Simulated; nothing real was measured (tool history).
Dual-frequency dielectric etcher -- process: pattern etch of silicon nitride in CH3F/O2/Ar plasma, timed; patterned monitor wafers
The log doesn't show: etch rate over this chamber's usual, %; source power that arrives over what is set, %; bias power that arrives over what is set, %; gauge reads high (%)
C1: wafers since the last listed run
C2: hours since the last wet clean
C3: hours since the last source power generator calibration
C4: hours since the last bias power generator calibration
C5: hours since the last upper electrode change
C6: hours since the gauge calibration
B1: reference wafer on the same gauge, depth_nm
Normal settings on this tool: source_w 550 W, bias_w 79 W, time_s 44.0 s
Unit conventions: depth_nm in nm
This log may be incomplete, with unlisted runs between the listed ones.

{"run": 1, "hour": 0.0, "source_w": 550, "bias_w": 75, "time_s": 44.0, "C1": 0, "C2": 432.8, "C3": 4277.1, "C4": 1447.4, "C5": 4396.5, "C6": 1231.6, "B1": 28.84, "depth_nm": 32.14}
{"hour": 10.5, "done": "gauge calibrated"}
{"run": 2, "hour": 59.7, "source_w": 550, "bias_w": 75, "time_s": 44.0, "C1": 770, "C2": 492.5, "C3": 4336.8, "C4": 1507.1, "C5": 4456.2, "C6": 49.2, "B1": 28.88, "depth_nm": 32.51}
{"hour": 105.6, "done": "wet clean of the chamber"}
{"run": 3, "hour": 123.0, "source_w": 550, "bias_w": 75, "time_s": 44.0, "C1": 507, "C2": 17.4, "C3": 4400.1, "C4": 1570.4, "C5": 4519.5, "C6": 112.5, "B1": 28.94, "depth_nm": 32.52}
{"hour": 140.8, "done": "source power generator calibrated"}
{"run": 4, "hour": 177.8, "source_w": 550, "bias_w": 67, "time_s": 44.0, "C1": 655, "C2": 72.2, "C3": 37.0, "C4": 1625.2, "C5": 4574.3, "C6": 167.3, "B1": 28.94, "depth_nm": 30.96}
{"run": 5, "hour": 240.5, "source_w": 550, "bias_w": 67, "time_s": 44.0, "C1": 808, "C2": 134.9, "C3": 99.7, "C4": 1687.9, "C5": 4637.0, "C6": 230.0, "B1": 28.88, "depth_nm": 31.1}
{"run": 6, "hour": 301.2, "source_w": 550, "bias_w": 79, "time_s": 44.0, "C1": 783, "C2": 195.6, "C3": 160.4, "C4": 1748.6, "C5": 4697.7, "C6": 290.7, "B1": 28.88, "depth_nm": 32.95}
{"run": 7, "hour": 356.4, "source_w": 550, "bias_w": 79, "time_s": 44.0, "C1": 712, "C2": 250.8, "C3": 215.6, "C4": 1803.8, "C5": 4752.9, "C6": 345.9, "B1": 28.85, "depth_nm": 32.83}
{"run": 8, "hour": 413.6, "source_w": 610, "bias_w": 79, "time_s": 37.5, "C1": 738, "C2": 308.0, "C3": 272.8, "C4": 1861.0, "C5": 4810.1, "C6": 403.1, "B1": 28.83, "depth_nm": 29.12}
{"run": 9, "hour": 450.6, "source_w": 550, "bias_w": 79, "time_s": 44.0, "C1": 477, "C2": 345.0, "C3": 309.8, "C4": 1898.0, "C5": 4847.1, "C6": 440.1, "B1": 28.88, "depth_nm": 33.05}
{"hour": 488.5, "done": "upper electrode replaced"}
{"run": 10, "hour": 522.4, "source_w": 550, "bias_w": 79, "time_s": 44.0, "C1": 616, "C2": 416.8, "C3": 381.6, "C4": 1969.8, "C5": 33.9, "C6": 511.9, "B1": 28.89, "depth_nm": 33.05}
{"run": 11, "hour": 584.8, "source_w": 550, "bias_w": 79, "time_s": 44.0, "C1": 805, "C2": 479.2, "C3": 444.0, "C4": 2032.2, "C5": 96.3, "C6": 574.3, "B1": 28.86, "depth_nm": 33.14}
{"run": 12, "hour": 628.2, "source_w": 550, "bias_w": 79, "time_s": 44.0, "C1": 559, "C2": 522.6, "C3": 487.4, "C4": 2075.6, "C5": 139.7, "C6": 617.7, "B1": 28.91, "depth_nm": 32.83}
{"run": 13, "hour": 677.0, "source_w": 640, "bias_w": 79, "time_s": 44.0, "C1": 629, "C2": 571.4, "C3": 536.2, "C4": 2124.4, "C5": 188.5, "C6": 666.5, "B1": 28.9, "depth_nm": 34.78}
{"hour": 709.1, "done": "bias power generator calibrated"}
{"hour": 720.6, "done": "wet clean of the chamber"}
{"run": 14, "hour": 721.1, "source_w": 490, "bias_w": 73, "time_s": 40.5, "C1": 368, "C2": 0.5, "C3": 580.3, "C4": 12.0, "C5": 232.6, "C6": 710.6, "B1": 28.85, "depth_nm": 28.1}
{"run": 15, "hour": 736.1, "source_w": 660, "bias_w": 79, "time_s": 50.5, "C1": 193, "C2": 15.5, "C3": 595.3, "C4": 27.0, "C5": 247.6, "C6": 725.6, "B1": 28.88, "depth_nm": 39.9}
{"run": 16, "hour": 761.4, "source_w": 550, "bias_w": 79, "time_s": 51.0, "C1": 326, "C2": 40.8, "C3": 620.6, "C4": 52.3, "C5": 272.9, "C6": 750.9, "B1": 28.88, "depth_nm": 37.86}
{"run": 17, "hour": 819.4, "source_w": 460, "bias_w": 73, "time_s": 32.5, "C1": 748, "C2": 98.8, "C3": 678.6, "C4": 110.3, "C5": 330.9, "C6": 808.9, "B1": 28.88, "depth_nm": 22.02}
{"run": 18, "hour": 885.2, "source_w": 600, "bias_w": 64, "time_s": 44.0, "C1": 848, "C2": 164.6, "C3": 744.4, "C4": 176.1, "C5": 396.7, "C6": 874.7, "B1": 28.84, "depth_nm": 31.42}
{"run": 19, "hour": 938.0, "source_w": 610, "bias_w": 84, "time_s": 55.0, "C1": 681, "C2": 217.4, "C3": 797.2, "C4": 228.9, "C5": 449.5, "C6": 927.5, "B1": 28.92, "depth_nm": 42.79}
{"run": 20, "hour": 977.7, "source_w": 660, "bias_w": 60, "time_s": 40.0, "C1": 512, "C2": 257.1, "C3": 836.9, "C4": 268.6, "C5": 489.2, "C6": 967.2, "B1": 28.91, "depth_nm": 28.95}
{"run": 21, "hour": 1007.7, "source_w": 590, "bias_w": 97, "time_s": 39.5, "C1": 387, "C2": 287.1, "C3": 866.9, "C4": 298.6, "C5": 519.2, "C6": 997.2, "B1": 28.95, "depth_nm": 32.23}
{"run": 22, "hour": 1060.7, "source_w": 600, "bias_w": 63, "time_s": 52.0, "C1": 683, "C2": 340.1, "C3": 919.9, "C4": 351.6, "C5": 572.2, "C6": 1050.2, "B1": 28.94, "depth_nm": 36.89}
{"run": 23, "hour": 1107.7, "source_w": 450, "bias_w": 72, "time_s": 37.0, "C1": 606, "C2": 387.1, "C3": 966.9, "C4": 398.6, "C5": 619.2, "C6": 1097.2, "B1": 28.9, "depth_nm": 24.79}
{"run": 24, "hour": 1144.6, "source_w": 620, "bias_w": 68, "time_s": 37.0, "C1": 476, "C2": 424.0, "C3": 1003.8, "C4": 435.5, "C5": 656.1, "C6": 1134.1, "B1": 28.87, "depth_nm": 27.44}
{"run": 25, "hour": 1190.8, "source_w": 660, "bias_w": 64, "time_s": 32.5, "C1": 596, "C2": 470.2, "C3": 1050.0, "C4": 481.7, "C5": 702.3, "C6": 1180.3, "B1": 28.87, "depth_nm": 24.0}
{"run": 26, "hour": 1216.5, "source_w": 590, "bias_w": 72, "time_s": 34.5, "C1": 331, "C2": 495.9, "C3": 1075.7, "C4": 507.4, "C5": 728.0, "C6": 1206.0, "B1": 28.94, "depth_nm": 25.47}
{"hour": 1265.0, "done": "wet clean of the chamber"}
{"run": 27, "hour": 1279.8, "source_w": 410, "bias_w": 79, "time_s": 44.0, "C1": 507, "C2": 14.8, "C3": 1139.0, "C4": 570.7, "C5": 791.3, "C6": 1269.3, "B1": 28.97, "depth_nm": 29.43}
{"run": 28, "hour": 1323.8, "source_w": 620, "bias_w": 65, "time_s": 44.0, "C1": 567, "C2": 58.8, "C3": 1183.0, "C4": 614.7, "C5": 835.3, "C6": 1313.3, "B1": 28.89, "depth_nm": 32.04}
{"run": 29, "hour": 1371.1, "source_w": 630, "bias_w": 79, "time_s": 33.0, "C1": 610, "C2": 106.1, "C3": 1230.3, "C4": 662.0, "C5": 882.6, "C6": 1360.6, "B1": 28.87, "depth_nm": 25.77}

5 options for the next run, each taken on its own from the tool as it stands now. Forecast them:
{"run": "A", "hour": 1371.5, "source_w": 460, "bias_w": 79, "time_s": 44.0, "C1": 5, "C2": 106.5, "C3": 1230.7, "C4": 662.4, "C5": 883.0, "C6": 1361.0, "B1": "?", "depth_nm": "?"}
{"run": "B", "hour": 1371.5, "source_w": 550, "bias_w": 69, "time_s": 48.0, "C1": 5, "C2": 106.5, "C3": 1230.7, "C4": 662.4, "C5": 883.0, "C6": 1361.0, "B1": "?", "depth_nm": "?"}
{"run": "C", "hour": 1371.5, "source_w": 550, "bias_w": 95, "time_s": 53.0, "C1": 5, "C2": 106.5, "C3": 1230.7, "C4": 662.4, "C5": 883.0, "C6": 1361.0, "B1": "?", "depth_nm": "?"}
{"run": "D", "hour": 1371.5, "source_w": 670, "bias_w": 79, "time_s": 44.0, "C1": 5, "C2": 106.5, "C3": 1230.7, "C4": 662.4, "C5": 883.0, "C6": 1361.0, "B1": "?", "depth_nm": "?"}
{"run": "E", "hour": 1371.5, "source_w": 640, "bias_w": 88, "time_s": 55.0, "C1": 5, "C2": 106.5, "C3": 1230.7, "C4": 662.4, "C5": 883.0, "C6": 1361.0, "B1": "?", "depth_nm": "?"}

run=A B1=28.94 depth_nm=30.65
run=B B1=28.94 depth_nm=34.12
run=C B1=28.94 depth_nm=41.86
run=D B1=28.94 depth_nm=35.09
run=E B1=28.94 depth_nm=44.69
With the hidden condition removed and each run's random variation left untouched, the same runs would have given:
run=A depth_nm=30.71
run=B depth_nm=34.17
run=C depth_nm=41.94
run=D depth_nm=35.14
run=E depth_nm=44.77
